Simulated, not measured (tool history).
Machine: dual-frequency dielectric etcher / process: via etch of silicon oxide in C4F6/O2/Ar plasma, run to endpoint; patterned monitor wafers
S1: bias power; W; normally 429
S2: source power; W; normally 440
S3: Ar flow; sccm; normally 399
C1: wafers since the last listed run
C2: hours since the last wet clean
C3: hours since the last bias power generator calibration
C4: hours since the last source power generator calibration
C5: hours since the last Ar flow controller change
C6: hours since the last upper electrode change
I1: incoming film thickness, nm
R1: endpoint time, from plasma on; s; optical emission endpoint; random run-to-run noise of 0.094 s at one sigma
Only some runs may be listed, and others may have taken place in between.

| run | day | S1 | S2 | S3 | C1 | C2 | C3 | C4 | C5 | C6 | I1 | R1 |
|---|---|---|---|---|---|---|---|---|---|---|---|---|
| 1 | 0.000 | 429 | 440 | 399 | 0 | 334.6 | 4109.9 | 3956.9 | 2069.6 | 3010.1 | 138.5 | 32.2 |
| 2 | 1.067 | 429 | 440 | 399 | 244 | 360.2 | 4135.5 | 3982.5 | 2095.2 | 3035.7 | 138.6 | 32.1 |
| 3 | 1.617 | 429 | 440 | 399 | 125 | 373.4 | 4148.7 | 3995.7 | 2108.4 | 3048.9 | 137.2 | 32.0 |
| 4 | 2.675 | 429 | 440 | 399 | 242 | 398.8 | 4174.1 | 4021.1 | 2133.8 | 3074.3 | 137.1 | 31.8 |
| 5 | 3.875 | 429 | 440 | 399 | 274 | 427.6 | 4202.9 | 4049.9 | 2162.6 | 3103.1 | 136.4 | 31.9 |
| 6 | 4.525 | 429 | 440 | 399 | 148 | 443.2 | 4218.5 | 4065.5 | 2178.2 | 3118.7 | 137.3 | 32.1 |
| 7 | 5.629 | 429 | 440 | 399 | 252 | 469.7 | 4245.0 | 4092.0 | 2204.7 | 3145.2 | 136.8 | 32.1 |
|  | 8.750 | wet clean of the chamber |
| 8 | 9.304 | 429 | 440 | 399 | 612 | 13.3 | 4333.2 | 4180.2 | 2292.9 | 3233.4 | 137.3 | 31.4 |
| 9 | 10.108 | 429 | 440 | 399 | 184 | 32.6 | 4352.5 | 4199.5 | 2312.2 | 3252.7 | 135.4 | 30.9 |
| 10 | 11.254 | 429 | 440 | 399 | 262 | 60.1 | 4380.0 | 4227.0 | 2339.7 | 3280.2 | 137.2 | 31.5 |
| 11 | 12.454 | 429 | 440 | 377 | 274 | 88.9 | 4408.8 | 4255.8 | 2368.5 | 3309.0 | 137.7 | 31.1 |
|  | 13.421 | source power generator calibrated |
| 12 | 13.679 | 429 | 440 | 377 | 242 | 118.3 | 4438.2 | 6.2 | 2397.9 | 3338.4 | 137.8 | 31.3 |
| 13 | 14.208 | 429 | 440 | 377 | 121 | 131.0 | 4450.9 | 18.9 | 2410.6 | 3351.1 | 137.6 | 31.6 |
| 14 | 15.212 | 429 | 530 | 361 | 229 | 155.1 | 4475.0 | 43.0 | 2434.7 | 3375.2 | 138.9 | 29.3 |
| 15 | 16.221 | 429 | 390 | 437 | 230 | 179.3 | 4499.2 | 67.2 | 2458.9 | 3399.4 | 135.3 | 33.2 |
| 16 | 17.625 | 458 | 380 | 435 | 321 | 213.0 | 4532.9 | 100.9 | 2492.6 | 3433.1 | 136.6 | 33.4 |
|  | 19.117 | upper electrode replaced |
| 17 | 19.138 | 429 | 440 | 377 | 117 | 249.3 | 4569.2 | 137.2 | 2528.9 | 0.5 | 136.2 | 31.4 |
| 18 | 19.308 | 429 | 440 | 399 | 39 | 253.4 | 4573.3 | 141.3 | 2533.0 | 4.6 | 137.2 | 31.9 |
| 19 | 20.208 | 429 | 440 | 399 | 205 | 275.0 | 4594.9 | 162.9 | 2554.6 | 26.2 | 136.3 | 31.5 |
|  | 20.650 | bias power generator calibrated |
|  | 20.812 | Ar flow controller replaced |
| 20 | 21.171 | 429 | 440 | 358 | 145 | 298.1 | 12.5 | 186.0 | 8.6 | 49.3 | 137.7 | 31.6 |
| 21 | 22.721 | 429 | 440 | 399 | 354 | 335.3 | 49.7 | 223.2 | 45.8 | 86.5 | 136.6 | 31.8 |
| 22 | 23.558 | 397 | 440 | 399 | 191 | 355.4 | 69.8 | 243.3 | 65.9 | 106.6 | 137.9 | 32.8 |
| 23 | 24.992 | 429 | 440 | 484 | 327 | 389.8 | 104.2 | 277.7 | 100.3 | 141.0 | 137.1 | 32.8 |
| 24 | 26.258 | 429 | 440 | 399 | 289 | 420.2 | 134.6 | 308.1 | 130.7 | 171.4 | 136.8 | 32.1 |
| 25 | 27.083 | 429 | 520 | 399 | 188 | 440.0 | 154.4 | 327.9 | 150.5 | 191.2 | 137.3 | 30.2 |
| 26 | 27.967 | 391 | 440 | 374 | 202 | 461.2 | 175.6 | 349.1 | 171.7 | 212.4 | 136.4 | 32.6 |

Hidden condition of the tool, last listed run before each entry between runs versus first listed run after:
Between runs 7 and 8: wet clean of the chamber (day 8.750)
  etch rate over this chamber's usual, %: -2.67 -> -0.08
  measured value less the no-hidden-state value, R1: +0.9 -> +0.0 s
Between runs 11 and 12: source power generator calibrated (day 13.421)
  etch rate over this chamber's usual, %: -0.564 -> -0.753
  measured value less the no-hidden-state value, R1: +0.2 -> +0.2 s
Between runs 16 and 17: upper electrode replaced (day 19.117)
  etch rate over this chamber's usual, %: -1.36 -> -1.59
  measured value less the no-hidden-state value, R1: +0.4 -> +0.5 s
Between runs 19 and 20: bias power generator calibrated (day 20.650); Ar flow controller replaced (day 20.812)
  etch rate over this chamber's usual, %: -1.76 -> -1.9
  measured value less the no-hidden-state value, R1: +0.5 -> +0.6 s

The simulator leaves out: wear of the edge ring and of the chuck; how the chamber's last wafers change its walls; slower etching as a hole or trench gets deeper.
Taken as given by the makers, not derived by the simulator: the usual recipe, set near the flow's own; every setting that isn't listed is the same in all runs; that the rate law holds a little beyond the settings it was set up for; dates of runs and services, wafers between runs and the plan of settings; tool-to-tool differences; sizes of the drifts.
